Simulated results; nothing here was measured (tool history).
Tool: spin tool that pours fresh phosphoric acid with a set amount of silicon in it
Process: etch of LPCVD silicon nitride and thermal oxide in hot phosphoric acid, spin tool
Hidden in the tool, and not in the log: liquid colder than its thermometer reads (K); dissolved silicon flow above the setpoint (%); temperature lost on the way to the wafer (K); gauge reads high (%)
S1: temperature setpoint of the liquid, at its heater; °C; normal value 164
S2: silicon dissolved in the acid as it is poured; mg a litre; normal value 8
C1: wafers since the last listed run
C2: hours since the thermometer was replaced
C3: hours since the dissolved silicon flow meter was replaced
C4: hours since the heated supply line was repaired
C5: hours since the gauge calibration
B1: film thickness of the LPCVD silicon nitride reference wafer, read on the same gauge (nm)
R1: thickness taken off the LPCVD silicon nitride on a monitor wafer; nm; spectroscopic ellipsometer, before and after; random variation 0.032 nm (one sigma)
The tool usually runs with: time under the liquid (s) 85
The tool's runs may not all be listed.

Run 1, hour 0: usual settings but S1 165.5 °C; C1 0; C2 2020.9; C3 1461.5; C4 3061.5; C5 221.9; B1 60.01. Result: R1 6.3 nm.
Run 2, hour 33.3: usual settings but S1 165.5 °C; C1 340; C2 2054.2; C3 1494.8; C4 3094.8; C5 255.2; B1 60.01. Result: R1 6.26 nm.
Run 3, hour 45.6: usual settings but time under the liquid (s) 125; C1 125; C2 2066.5; C3 1507.1; C4 3107.1; C5 267.5; B1 59.99. Result: R1 8.79 nm.
Run 4, hour 70.8: usual settings; C1 257; C2 2091.7; C3 1532.3; C4 3132.3; C5 292.7; B1 59.99. Result: R1 5.99 nm.
Run 5, hour 99.6: usual settings; C1 294; C2 2120.5; C3 1561.1; C4 3161.1; C5 321.5; B1 60.03. Result: R1 5.97 nm.
At hour 171.1: heated supply line repaired.
Run 6, hour 183.2: usual settings; C1 844; C2 2204.1; C3 1644.7; C4 12.1; C5 405.1; B1 60. Result: R1 6.67 nm.
Run 7, hour 209.6: usual settings but time under the liquid (s) 100; C1 269; C2 2230.5; C3 1671.1; C4 38.5; C5 431.5; B1 60. Result: R1 7.85 nm.
Run 8, hour 223.5: usual settings but time under the liquid (s) 100; C1 142; C2 2244.4; C3 1685; C4 52.4; C5 445.4; B1 60. Result: R1 7.85 nm.
Run 9, hour 258: usual settings but S1 161.5 °C, S2 4 mg a litre, time under the liquid (s) 70; C1 352; C2 2278.9; C3 1719.5; C4 86.9; C5 479.9; B1 59.99. Result: R1 5 nm.
Run 10, hour 285.1: usual settings but S1 165.5 °C, S2 12.5 mg a litre, time under the liquid (s) 100; C1 276; C2 2306; C3 1746.6; C4 114; C5 507; B1 59.99. Result: R1 8.2 nm.
Run 11, hour 315.7: usual settings but S1 166.5 °C, S2 5 mg a litre, time under the liquid (s) 60; C1 312; C2 2336.6; C3 1777.2; C4 144.6; C5 537.6; B1 60.01. Result: R1 5.04 nm.
Run 12, hour 328.5: usual settings but S1 163 °C; C1 130; C2 2349.4; C3 1790; C4 157.4; C5 550.4; B1 59.99. Result: R1 6.4 nm.
Run 13, hour 348.4: usual settings; C1 203; C2 2369.3; C3 1809.9; C4 177.3; C5 570.3; B1 60. Result: R1 6.62 nm.
At hour 354.5: dissolved silicon flow meter replaced.
At hour 385.6: gauge calibrated.
At hour 414: thermometer replaced.
Run 14, hour 423.4: usual settings; C1 746; C2 9.4; C3 68.9; C4 252.3; C5 37.8; B1 60. Result: R1 7.14 nm.
Run 15, hour 444.4: usual settings; C1 214; C2 30.4; C3 89.9; C4 273.3; C5 58.8; B1 60.01. Result: R1 7.07 nm.
Run 16, hour 460.6: usual settings but time under the liquid (s) 100; C1 165; C2 46.6; C3 106.1; C4 289.5; C5 75; B1 60.01. Result: R1 8.4 nm.
Run 17, hour 479.9: usual settings; C1 197; C2 65.9; C3 125.4; C4 308.8; C5 94.3; B1 60. Result: R1 7.08 nm.
Run 18, hour 511.2: usual settings but S1 166 °C, S2 10.5 mg a litre, time under the liquid (s) 55; C1 319; C2 97.2; C3 156.7; C4 340.1; C5 125.6; B1 59.99. Result: R1 4.84 nm.
Run 19, hour 526.6: usual settings but S1 162.5 °C, S2 10 mg a litre, time under the liquid (s) 55; C1 157; C2 112.6; C3 172.1; C4 355.5; C5 141; B1 60.01. Result: R1 4.31 nm.
Run 20, hour 550.8: usual settings but S2 13.5 mg a litre, time under the liquid (s) 115; C1 247; C2 136.8; C3 196.3; C4 379.7; C5 165.2; B1 60. Result: R1 9.54 nm.
Run 21, hour 566.3: usual settings but time under the liquid (s) 110; C1 158; C2 152.3; C3 211.8; C4 395.2; C5 180.7; B1 59.99. Result: R1 9.09 nm.

Alternative continuations, all from the tool just after run 21; predict every row:
Run A, hour 566.7: usual settings but S1 166.5 °C; C1 4; C2 152.7; C3 212.2; C4 395.6; C5 181.1; B1 ?. Result: R1 ?.
Run B, hour 566.7: usual settings but S1 165.5 °C, S2 14.5 mg a litre; C1 4; C2 152.7; C3 212.2; C4 395.6; C5 181.1; B1 ?. Result: R1 ?.
Run C, hour 566.7: usual settings but time under the liquid (s) 115; C1 4; C2 152.7; C3 212.2; C4 395.6; C5 181.1; B1 ?. Result: R1 ?.
Run D, hour 566.7: usual settings but S1 162.5 °C, S2 12.5 mg a litre, time under the liquid (s) 45; C1 4; C2 152.7; C3 212.2; C4 395.6; C5 181.1; B1 ?. Result: R1 ?.
Run E, hour 566.7: usual settings but S1 166.5 °C, S2 14 mg a litre; C1 4; C2 152.7; C3 212.2; C4 395.6; C5 181.1; B1 ?. Result: R1 ?.

run     B1    R1
  A  59.98   7.6
  B  59.98  7.36
  C  59.98  9.47
  D  59.98  3.53
  E  59.98   7.6
Take away the tool's hidden state, keep each run's random variation, and the runs would have read:
run    R1
  A  7.79
  B  7.54
  C  9.71
  D  3.62
  E  7.79

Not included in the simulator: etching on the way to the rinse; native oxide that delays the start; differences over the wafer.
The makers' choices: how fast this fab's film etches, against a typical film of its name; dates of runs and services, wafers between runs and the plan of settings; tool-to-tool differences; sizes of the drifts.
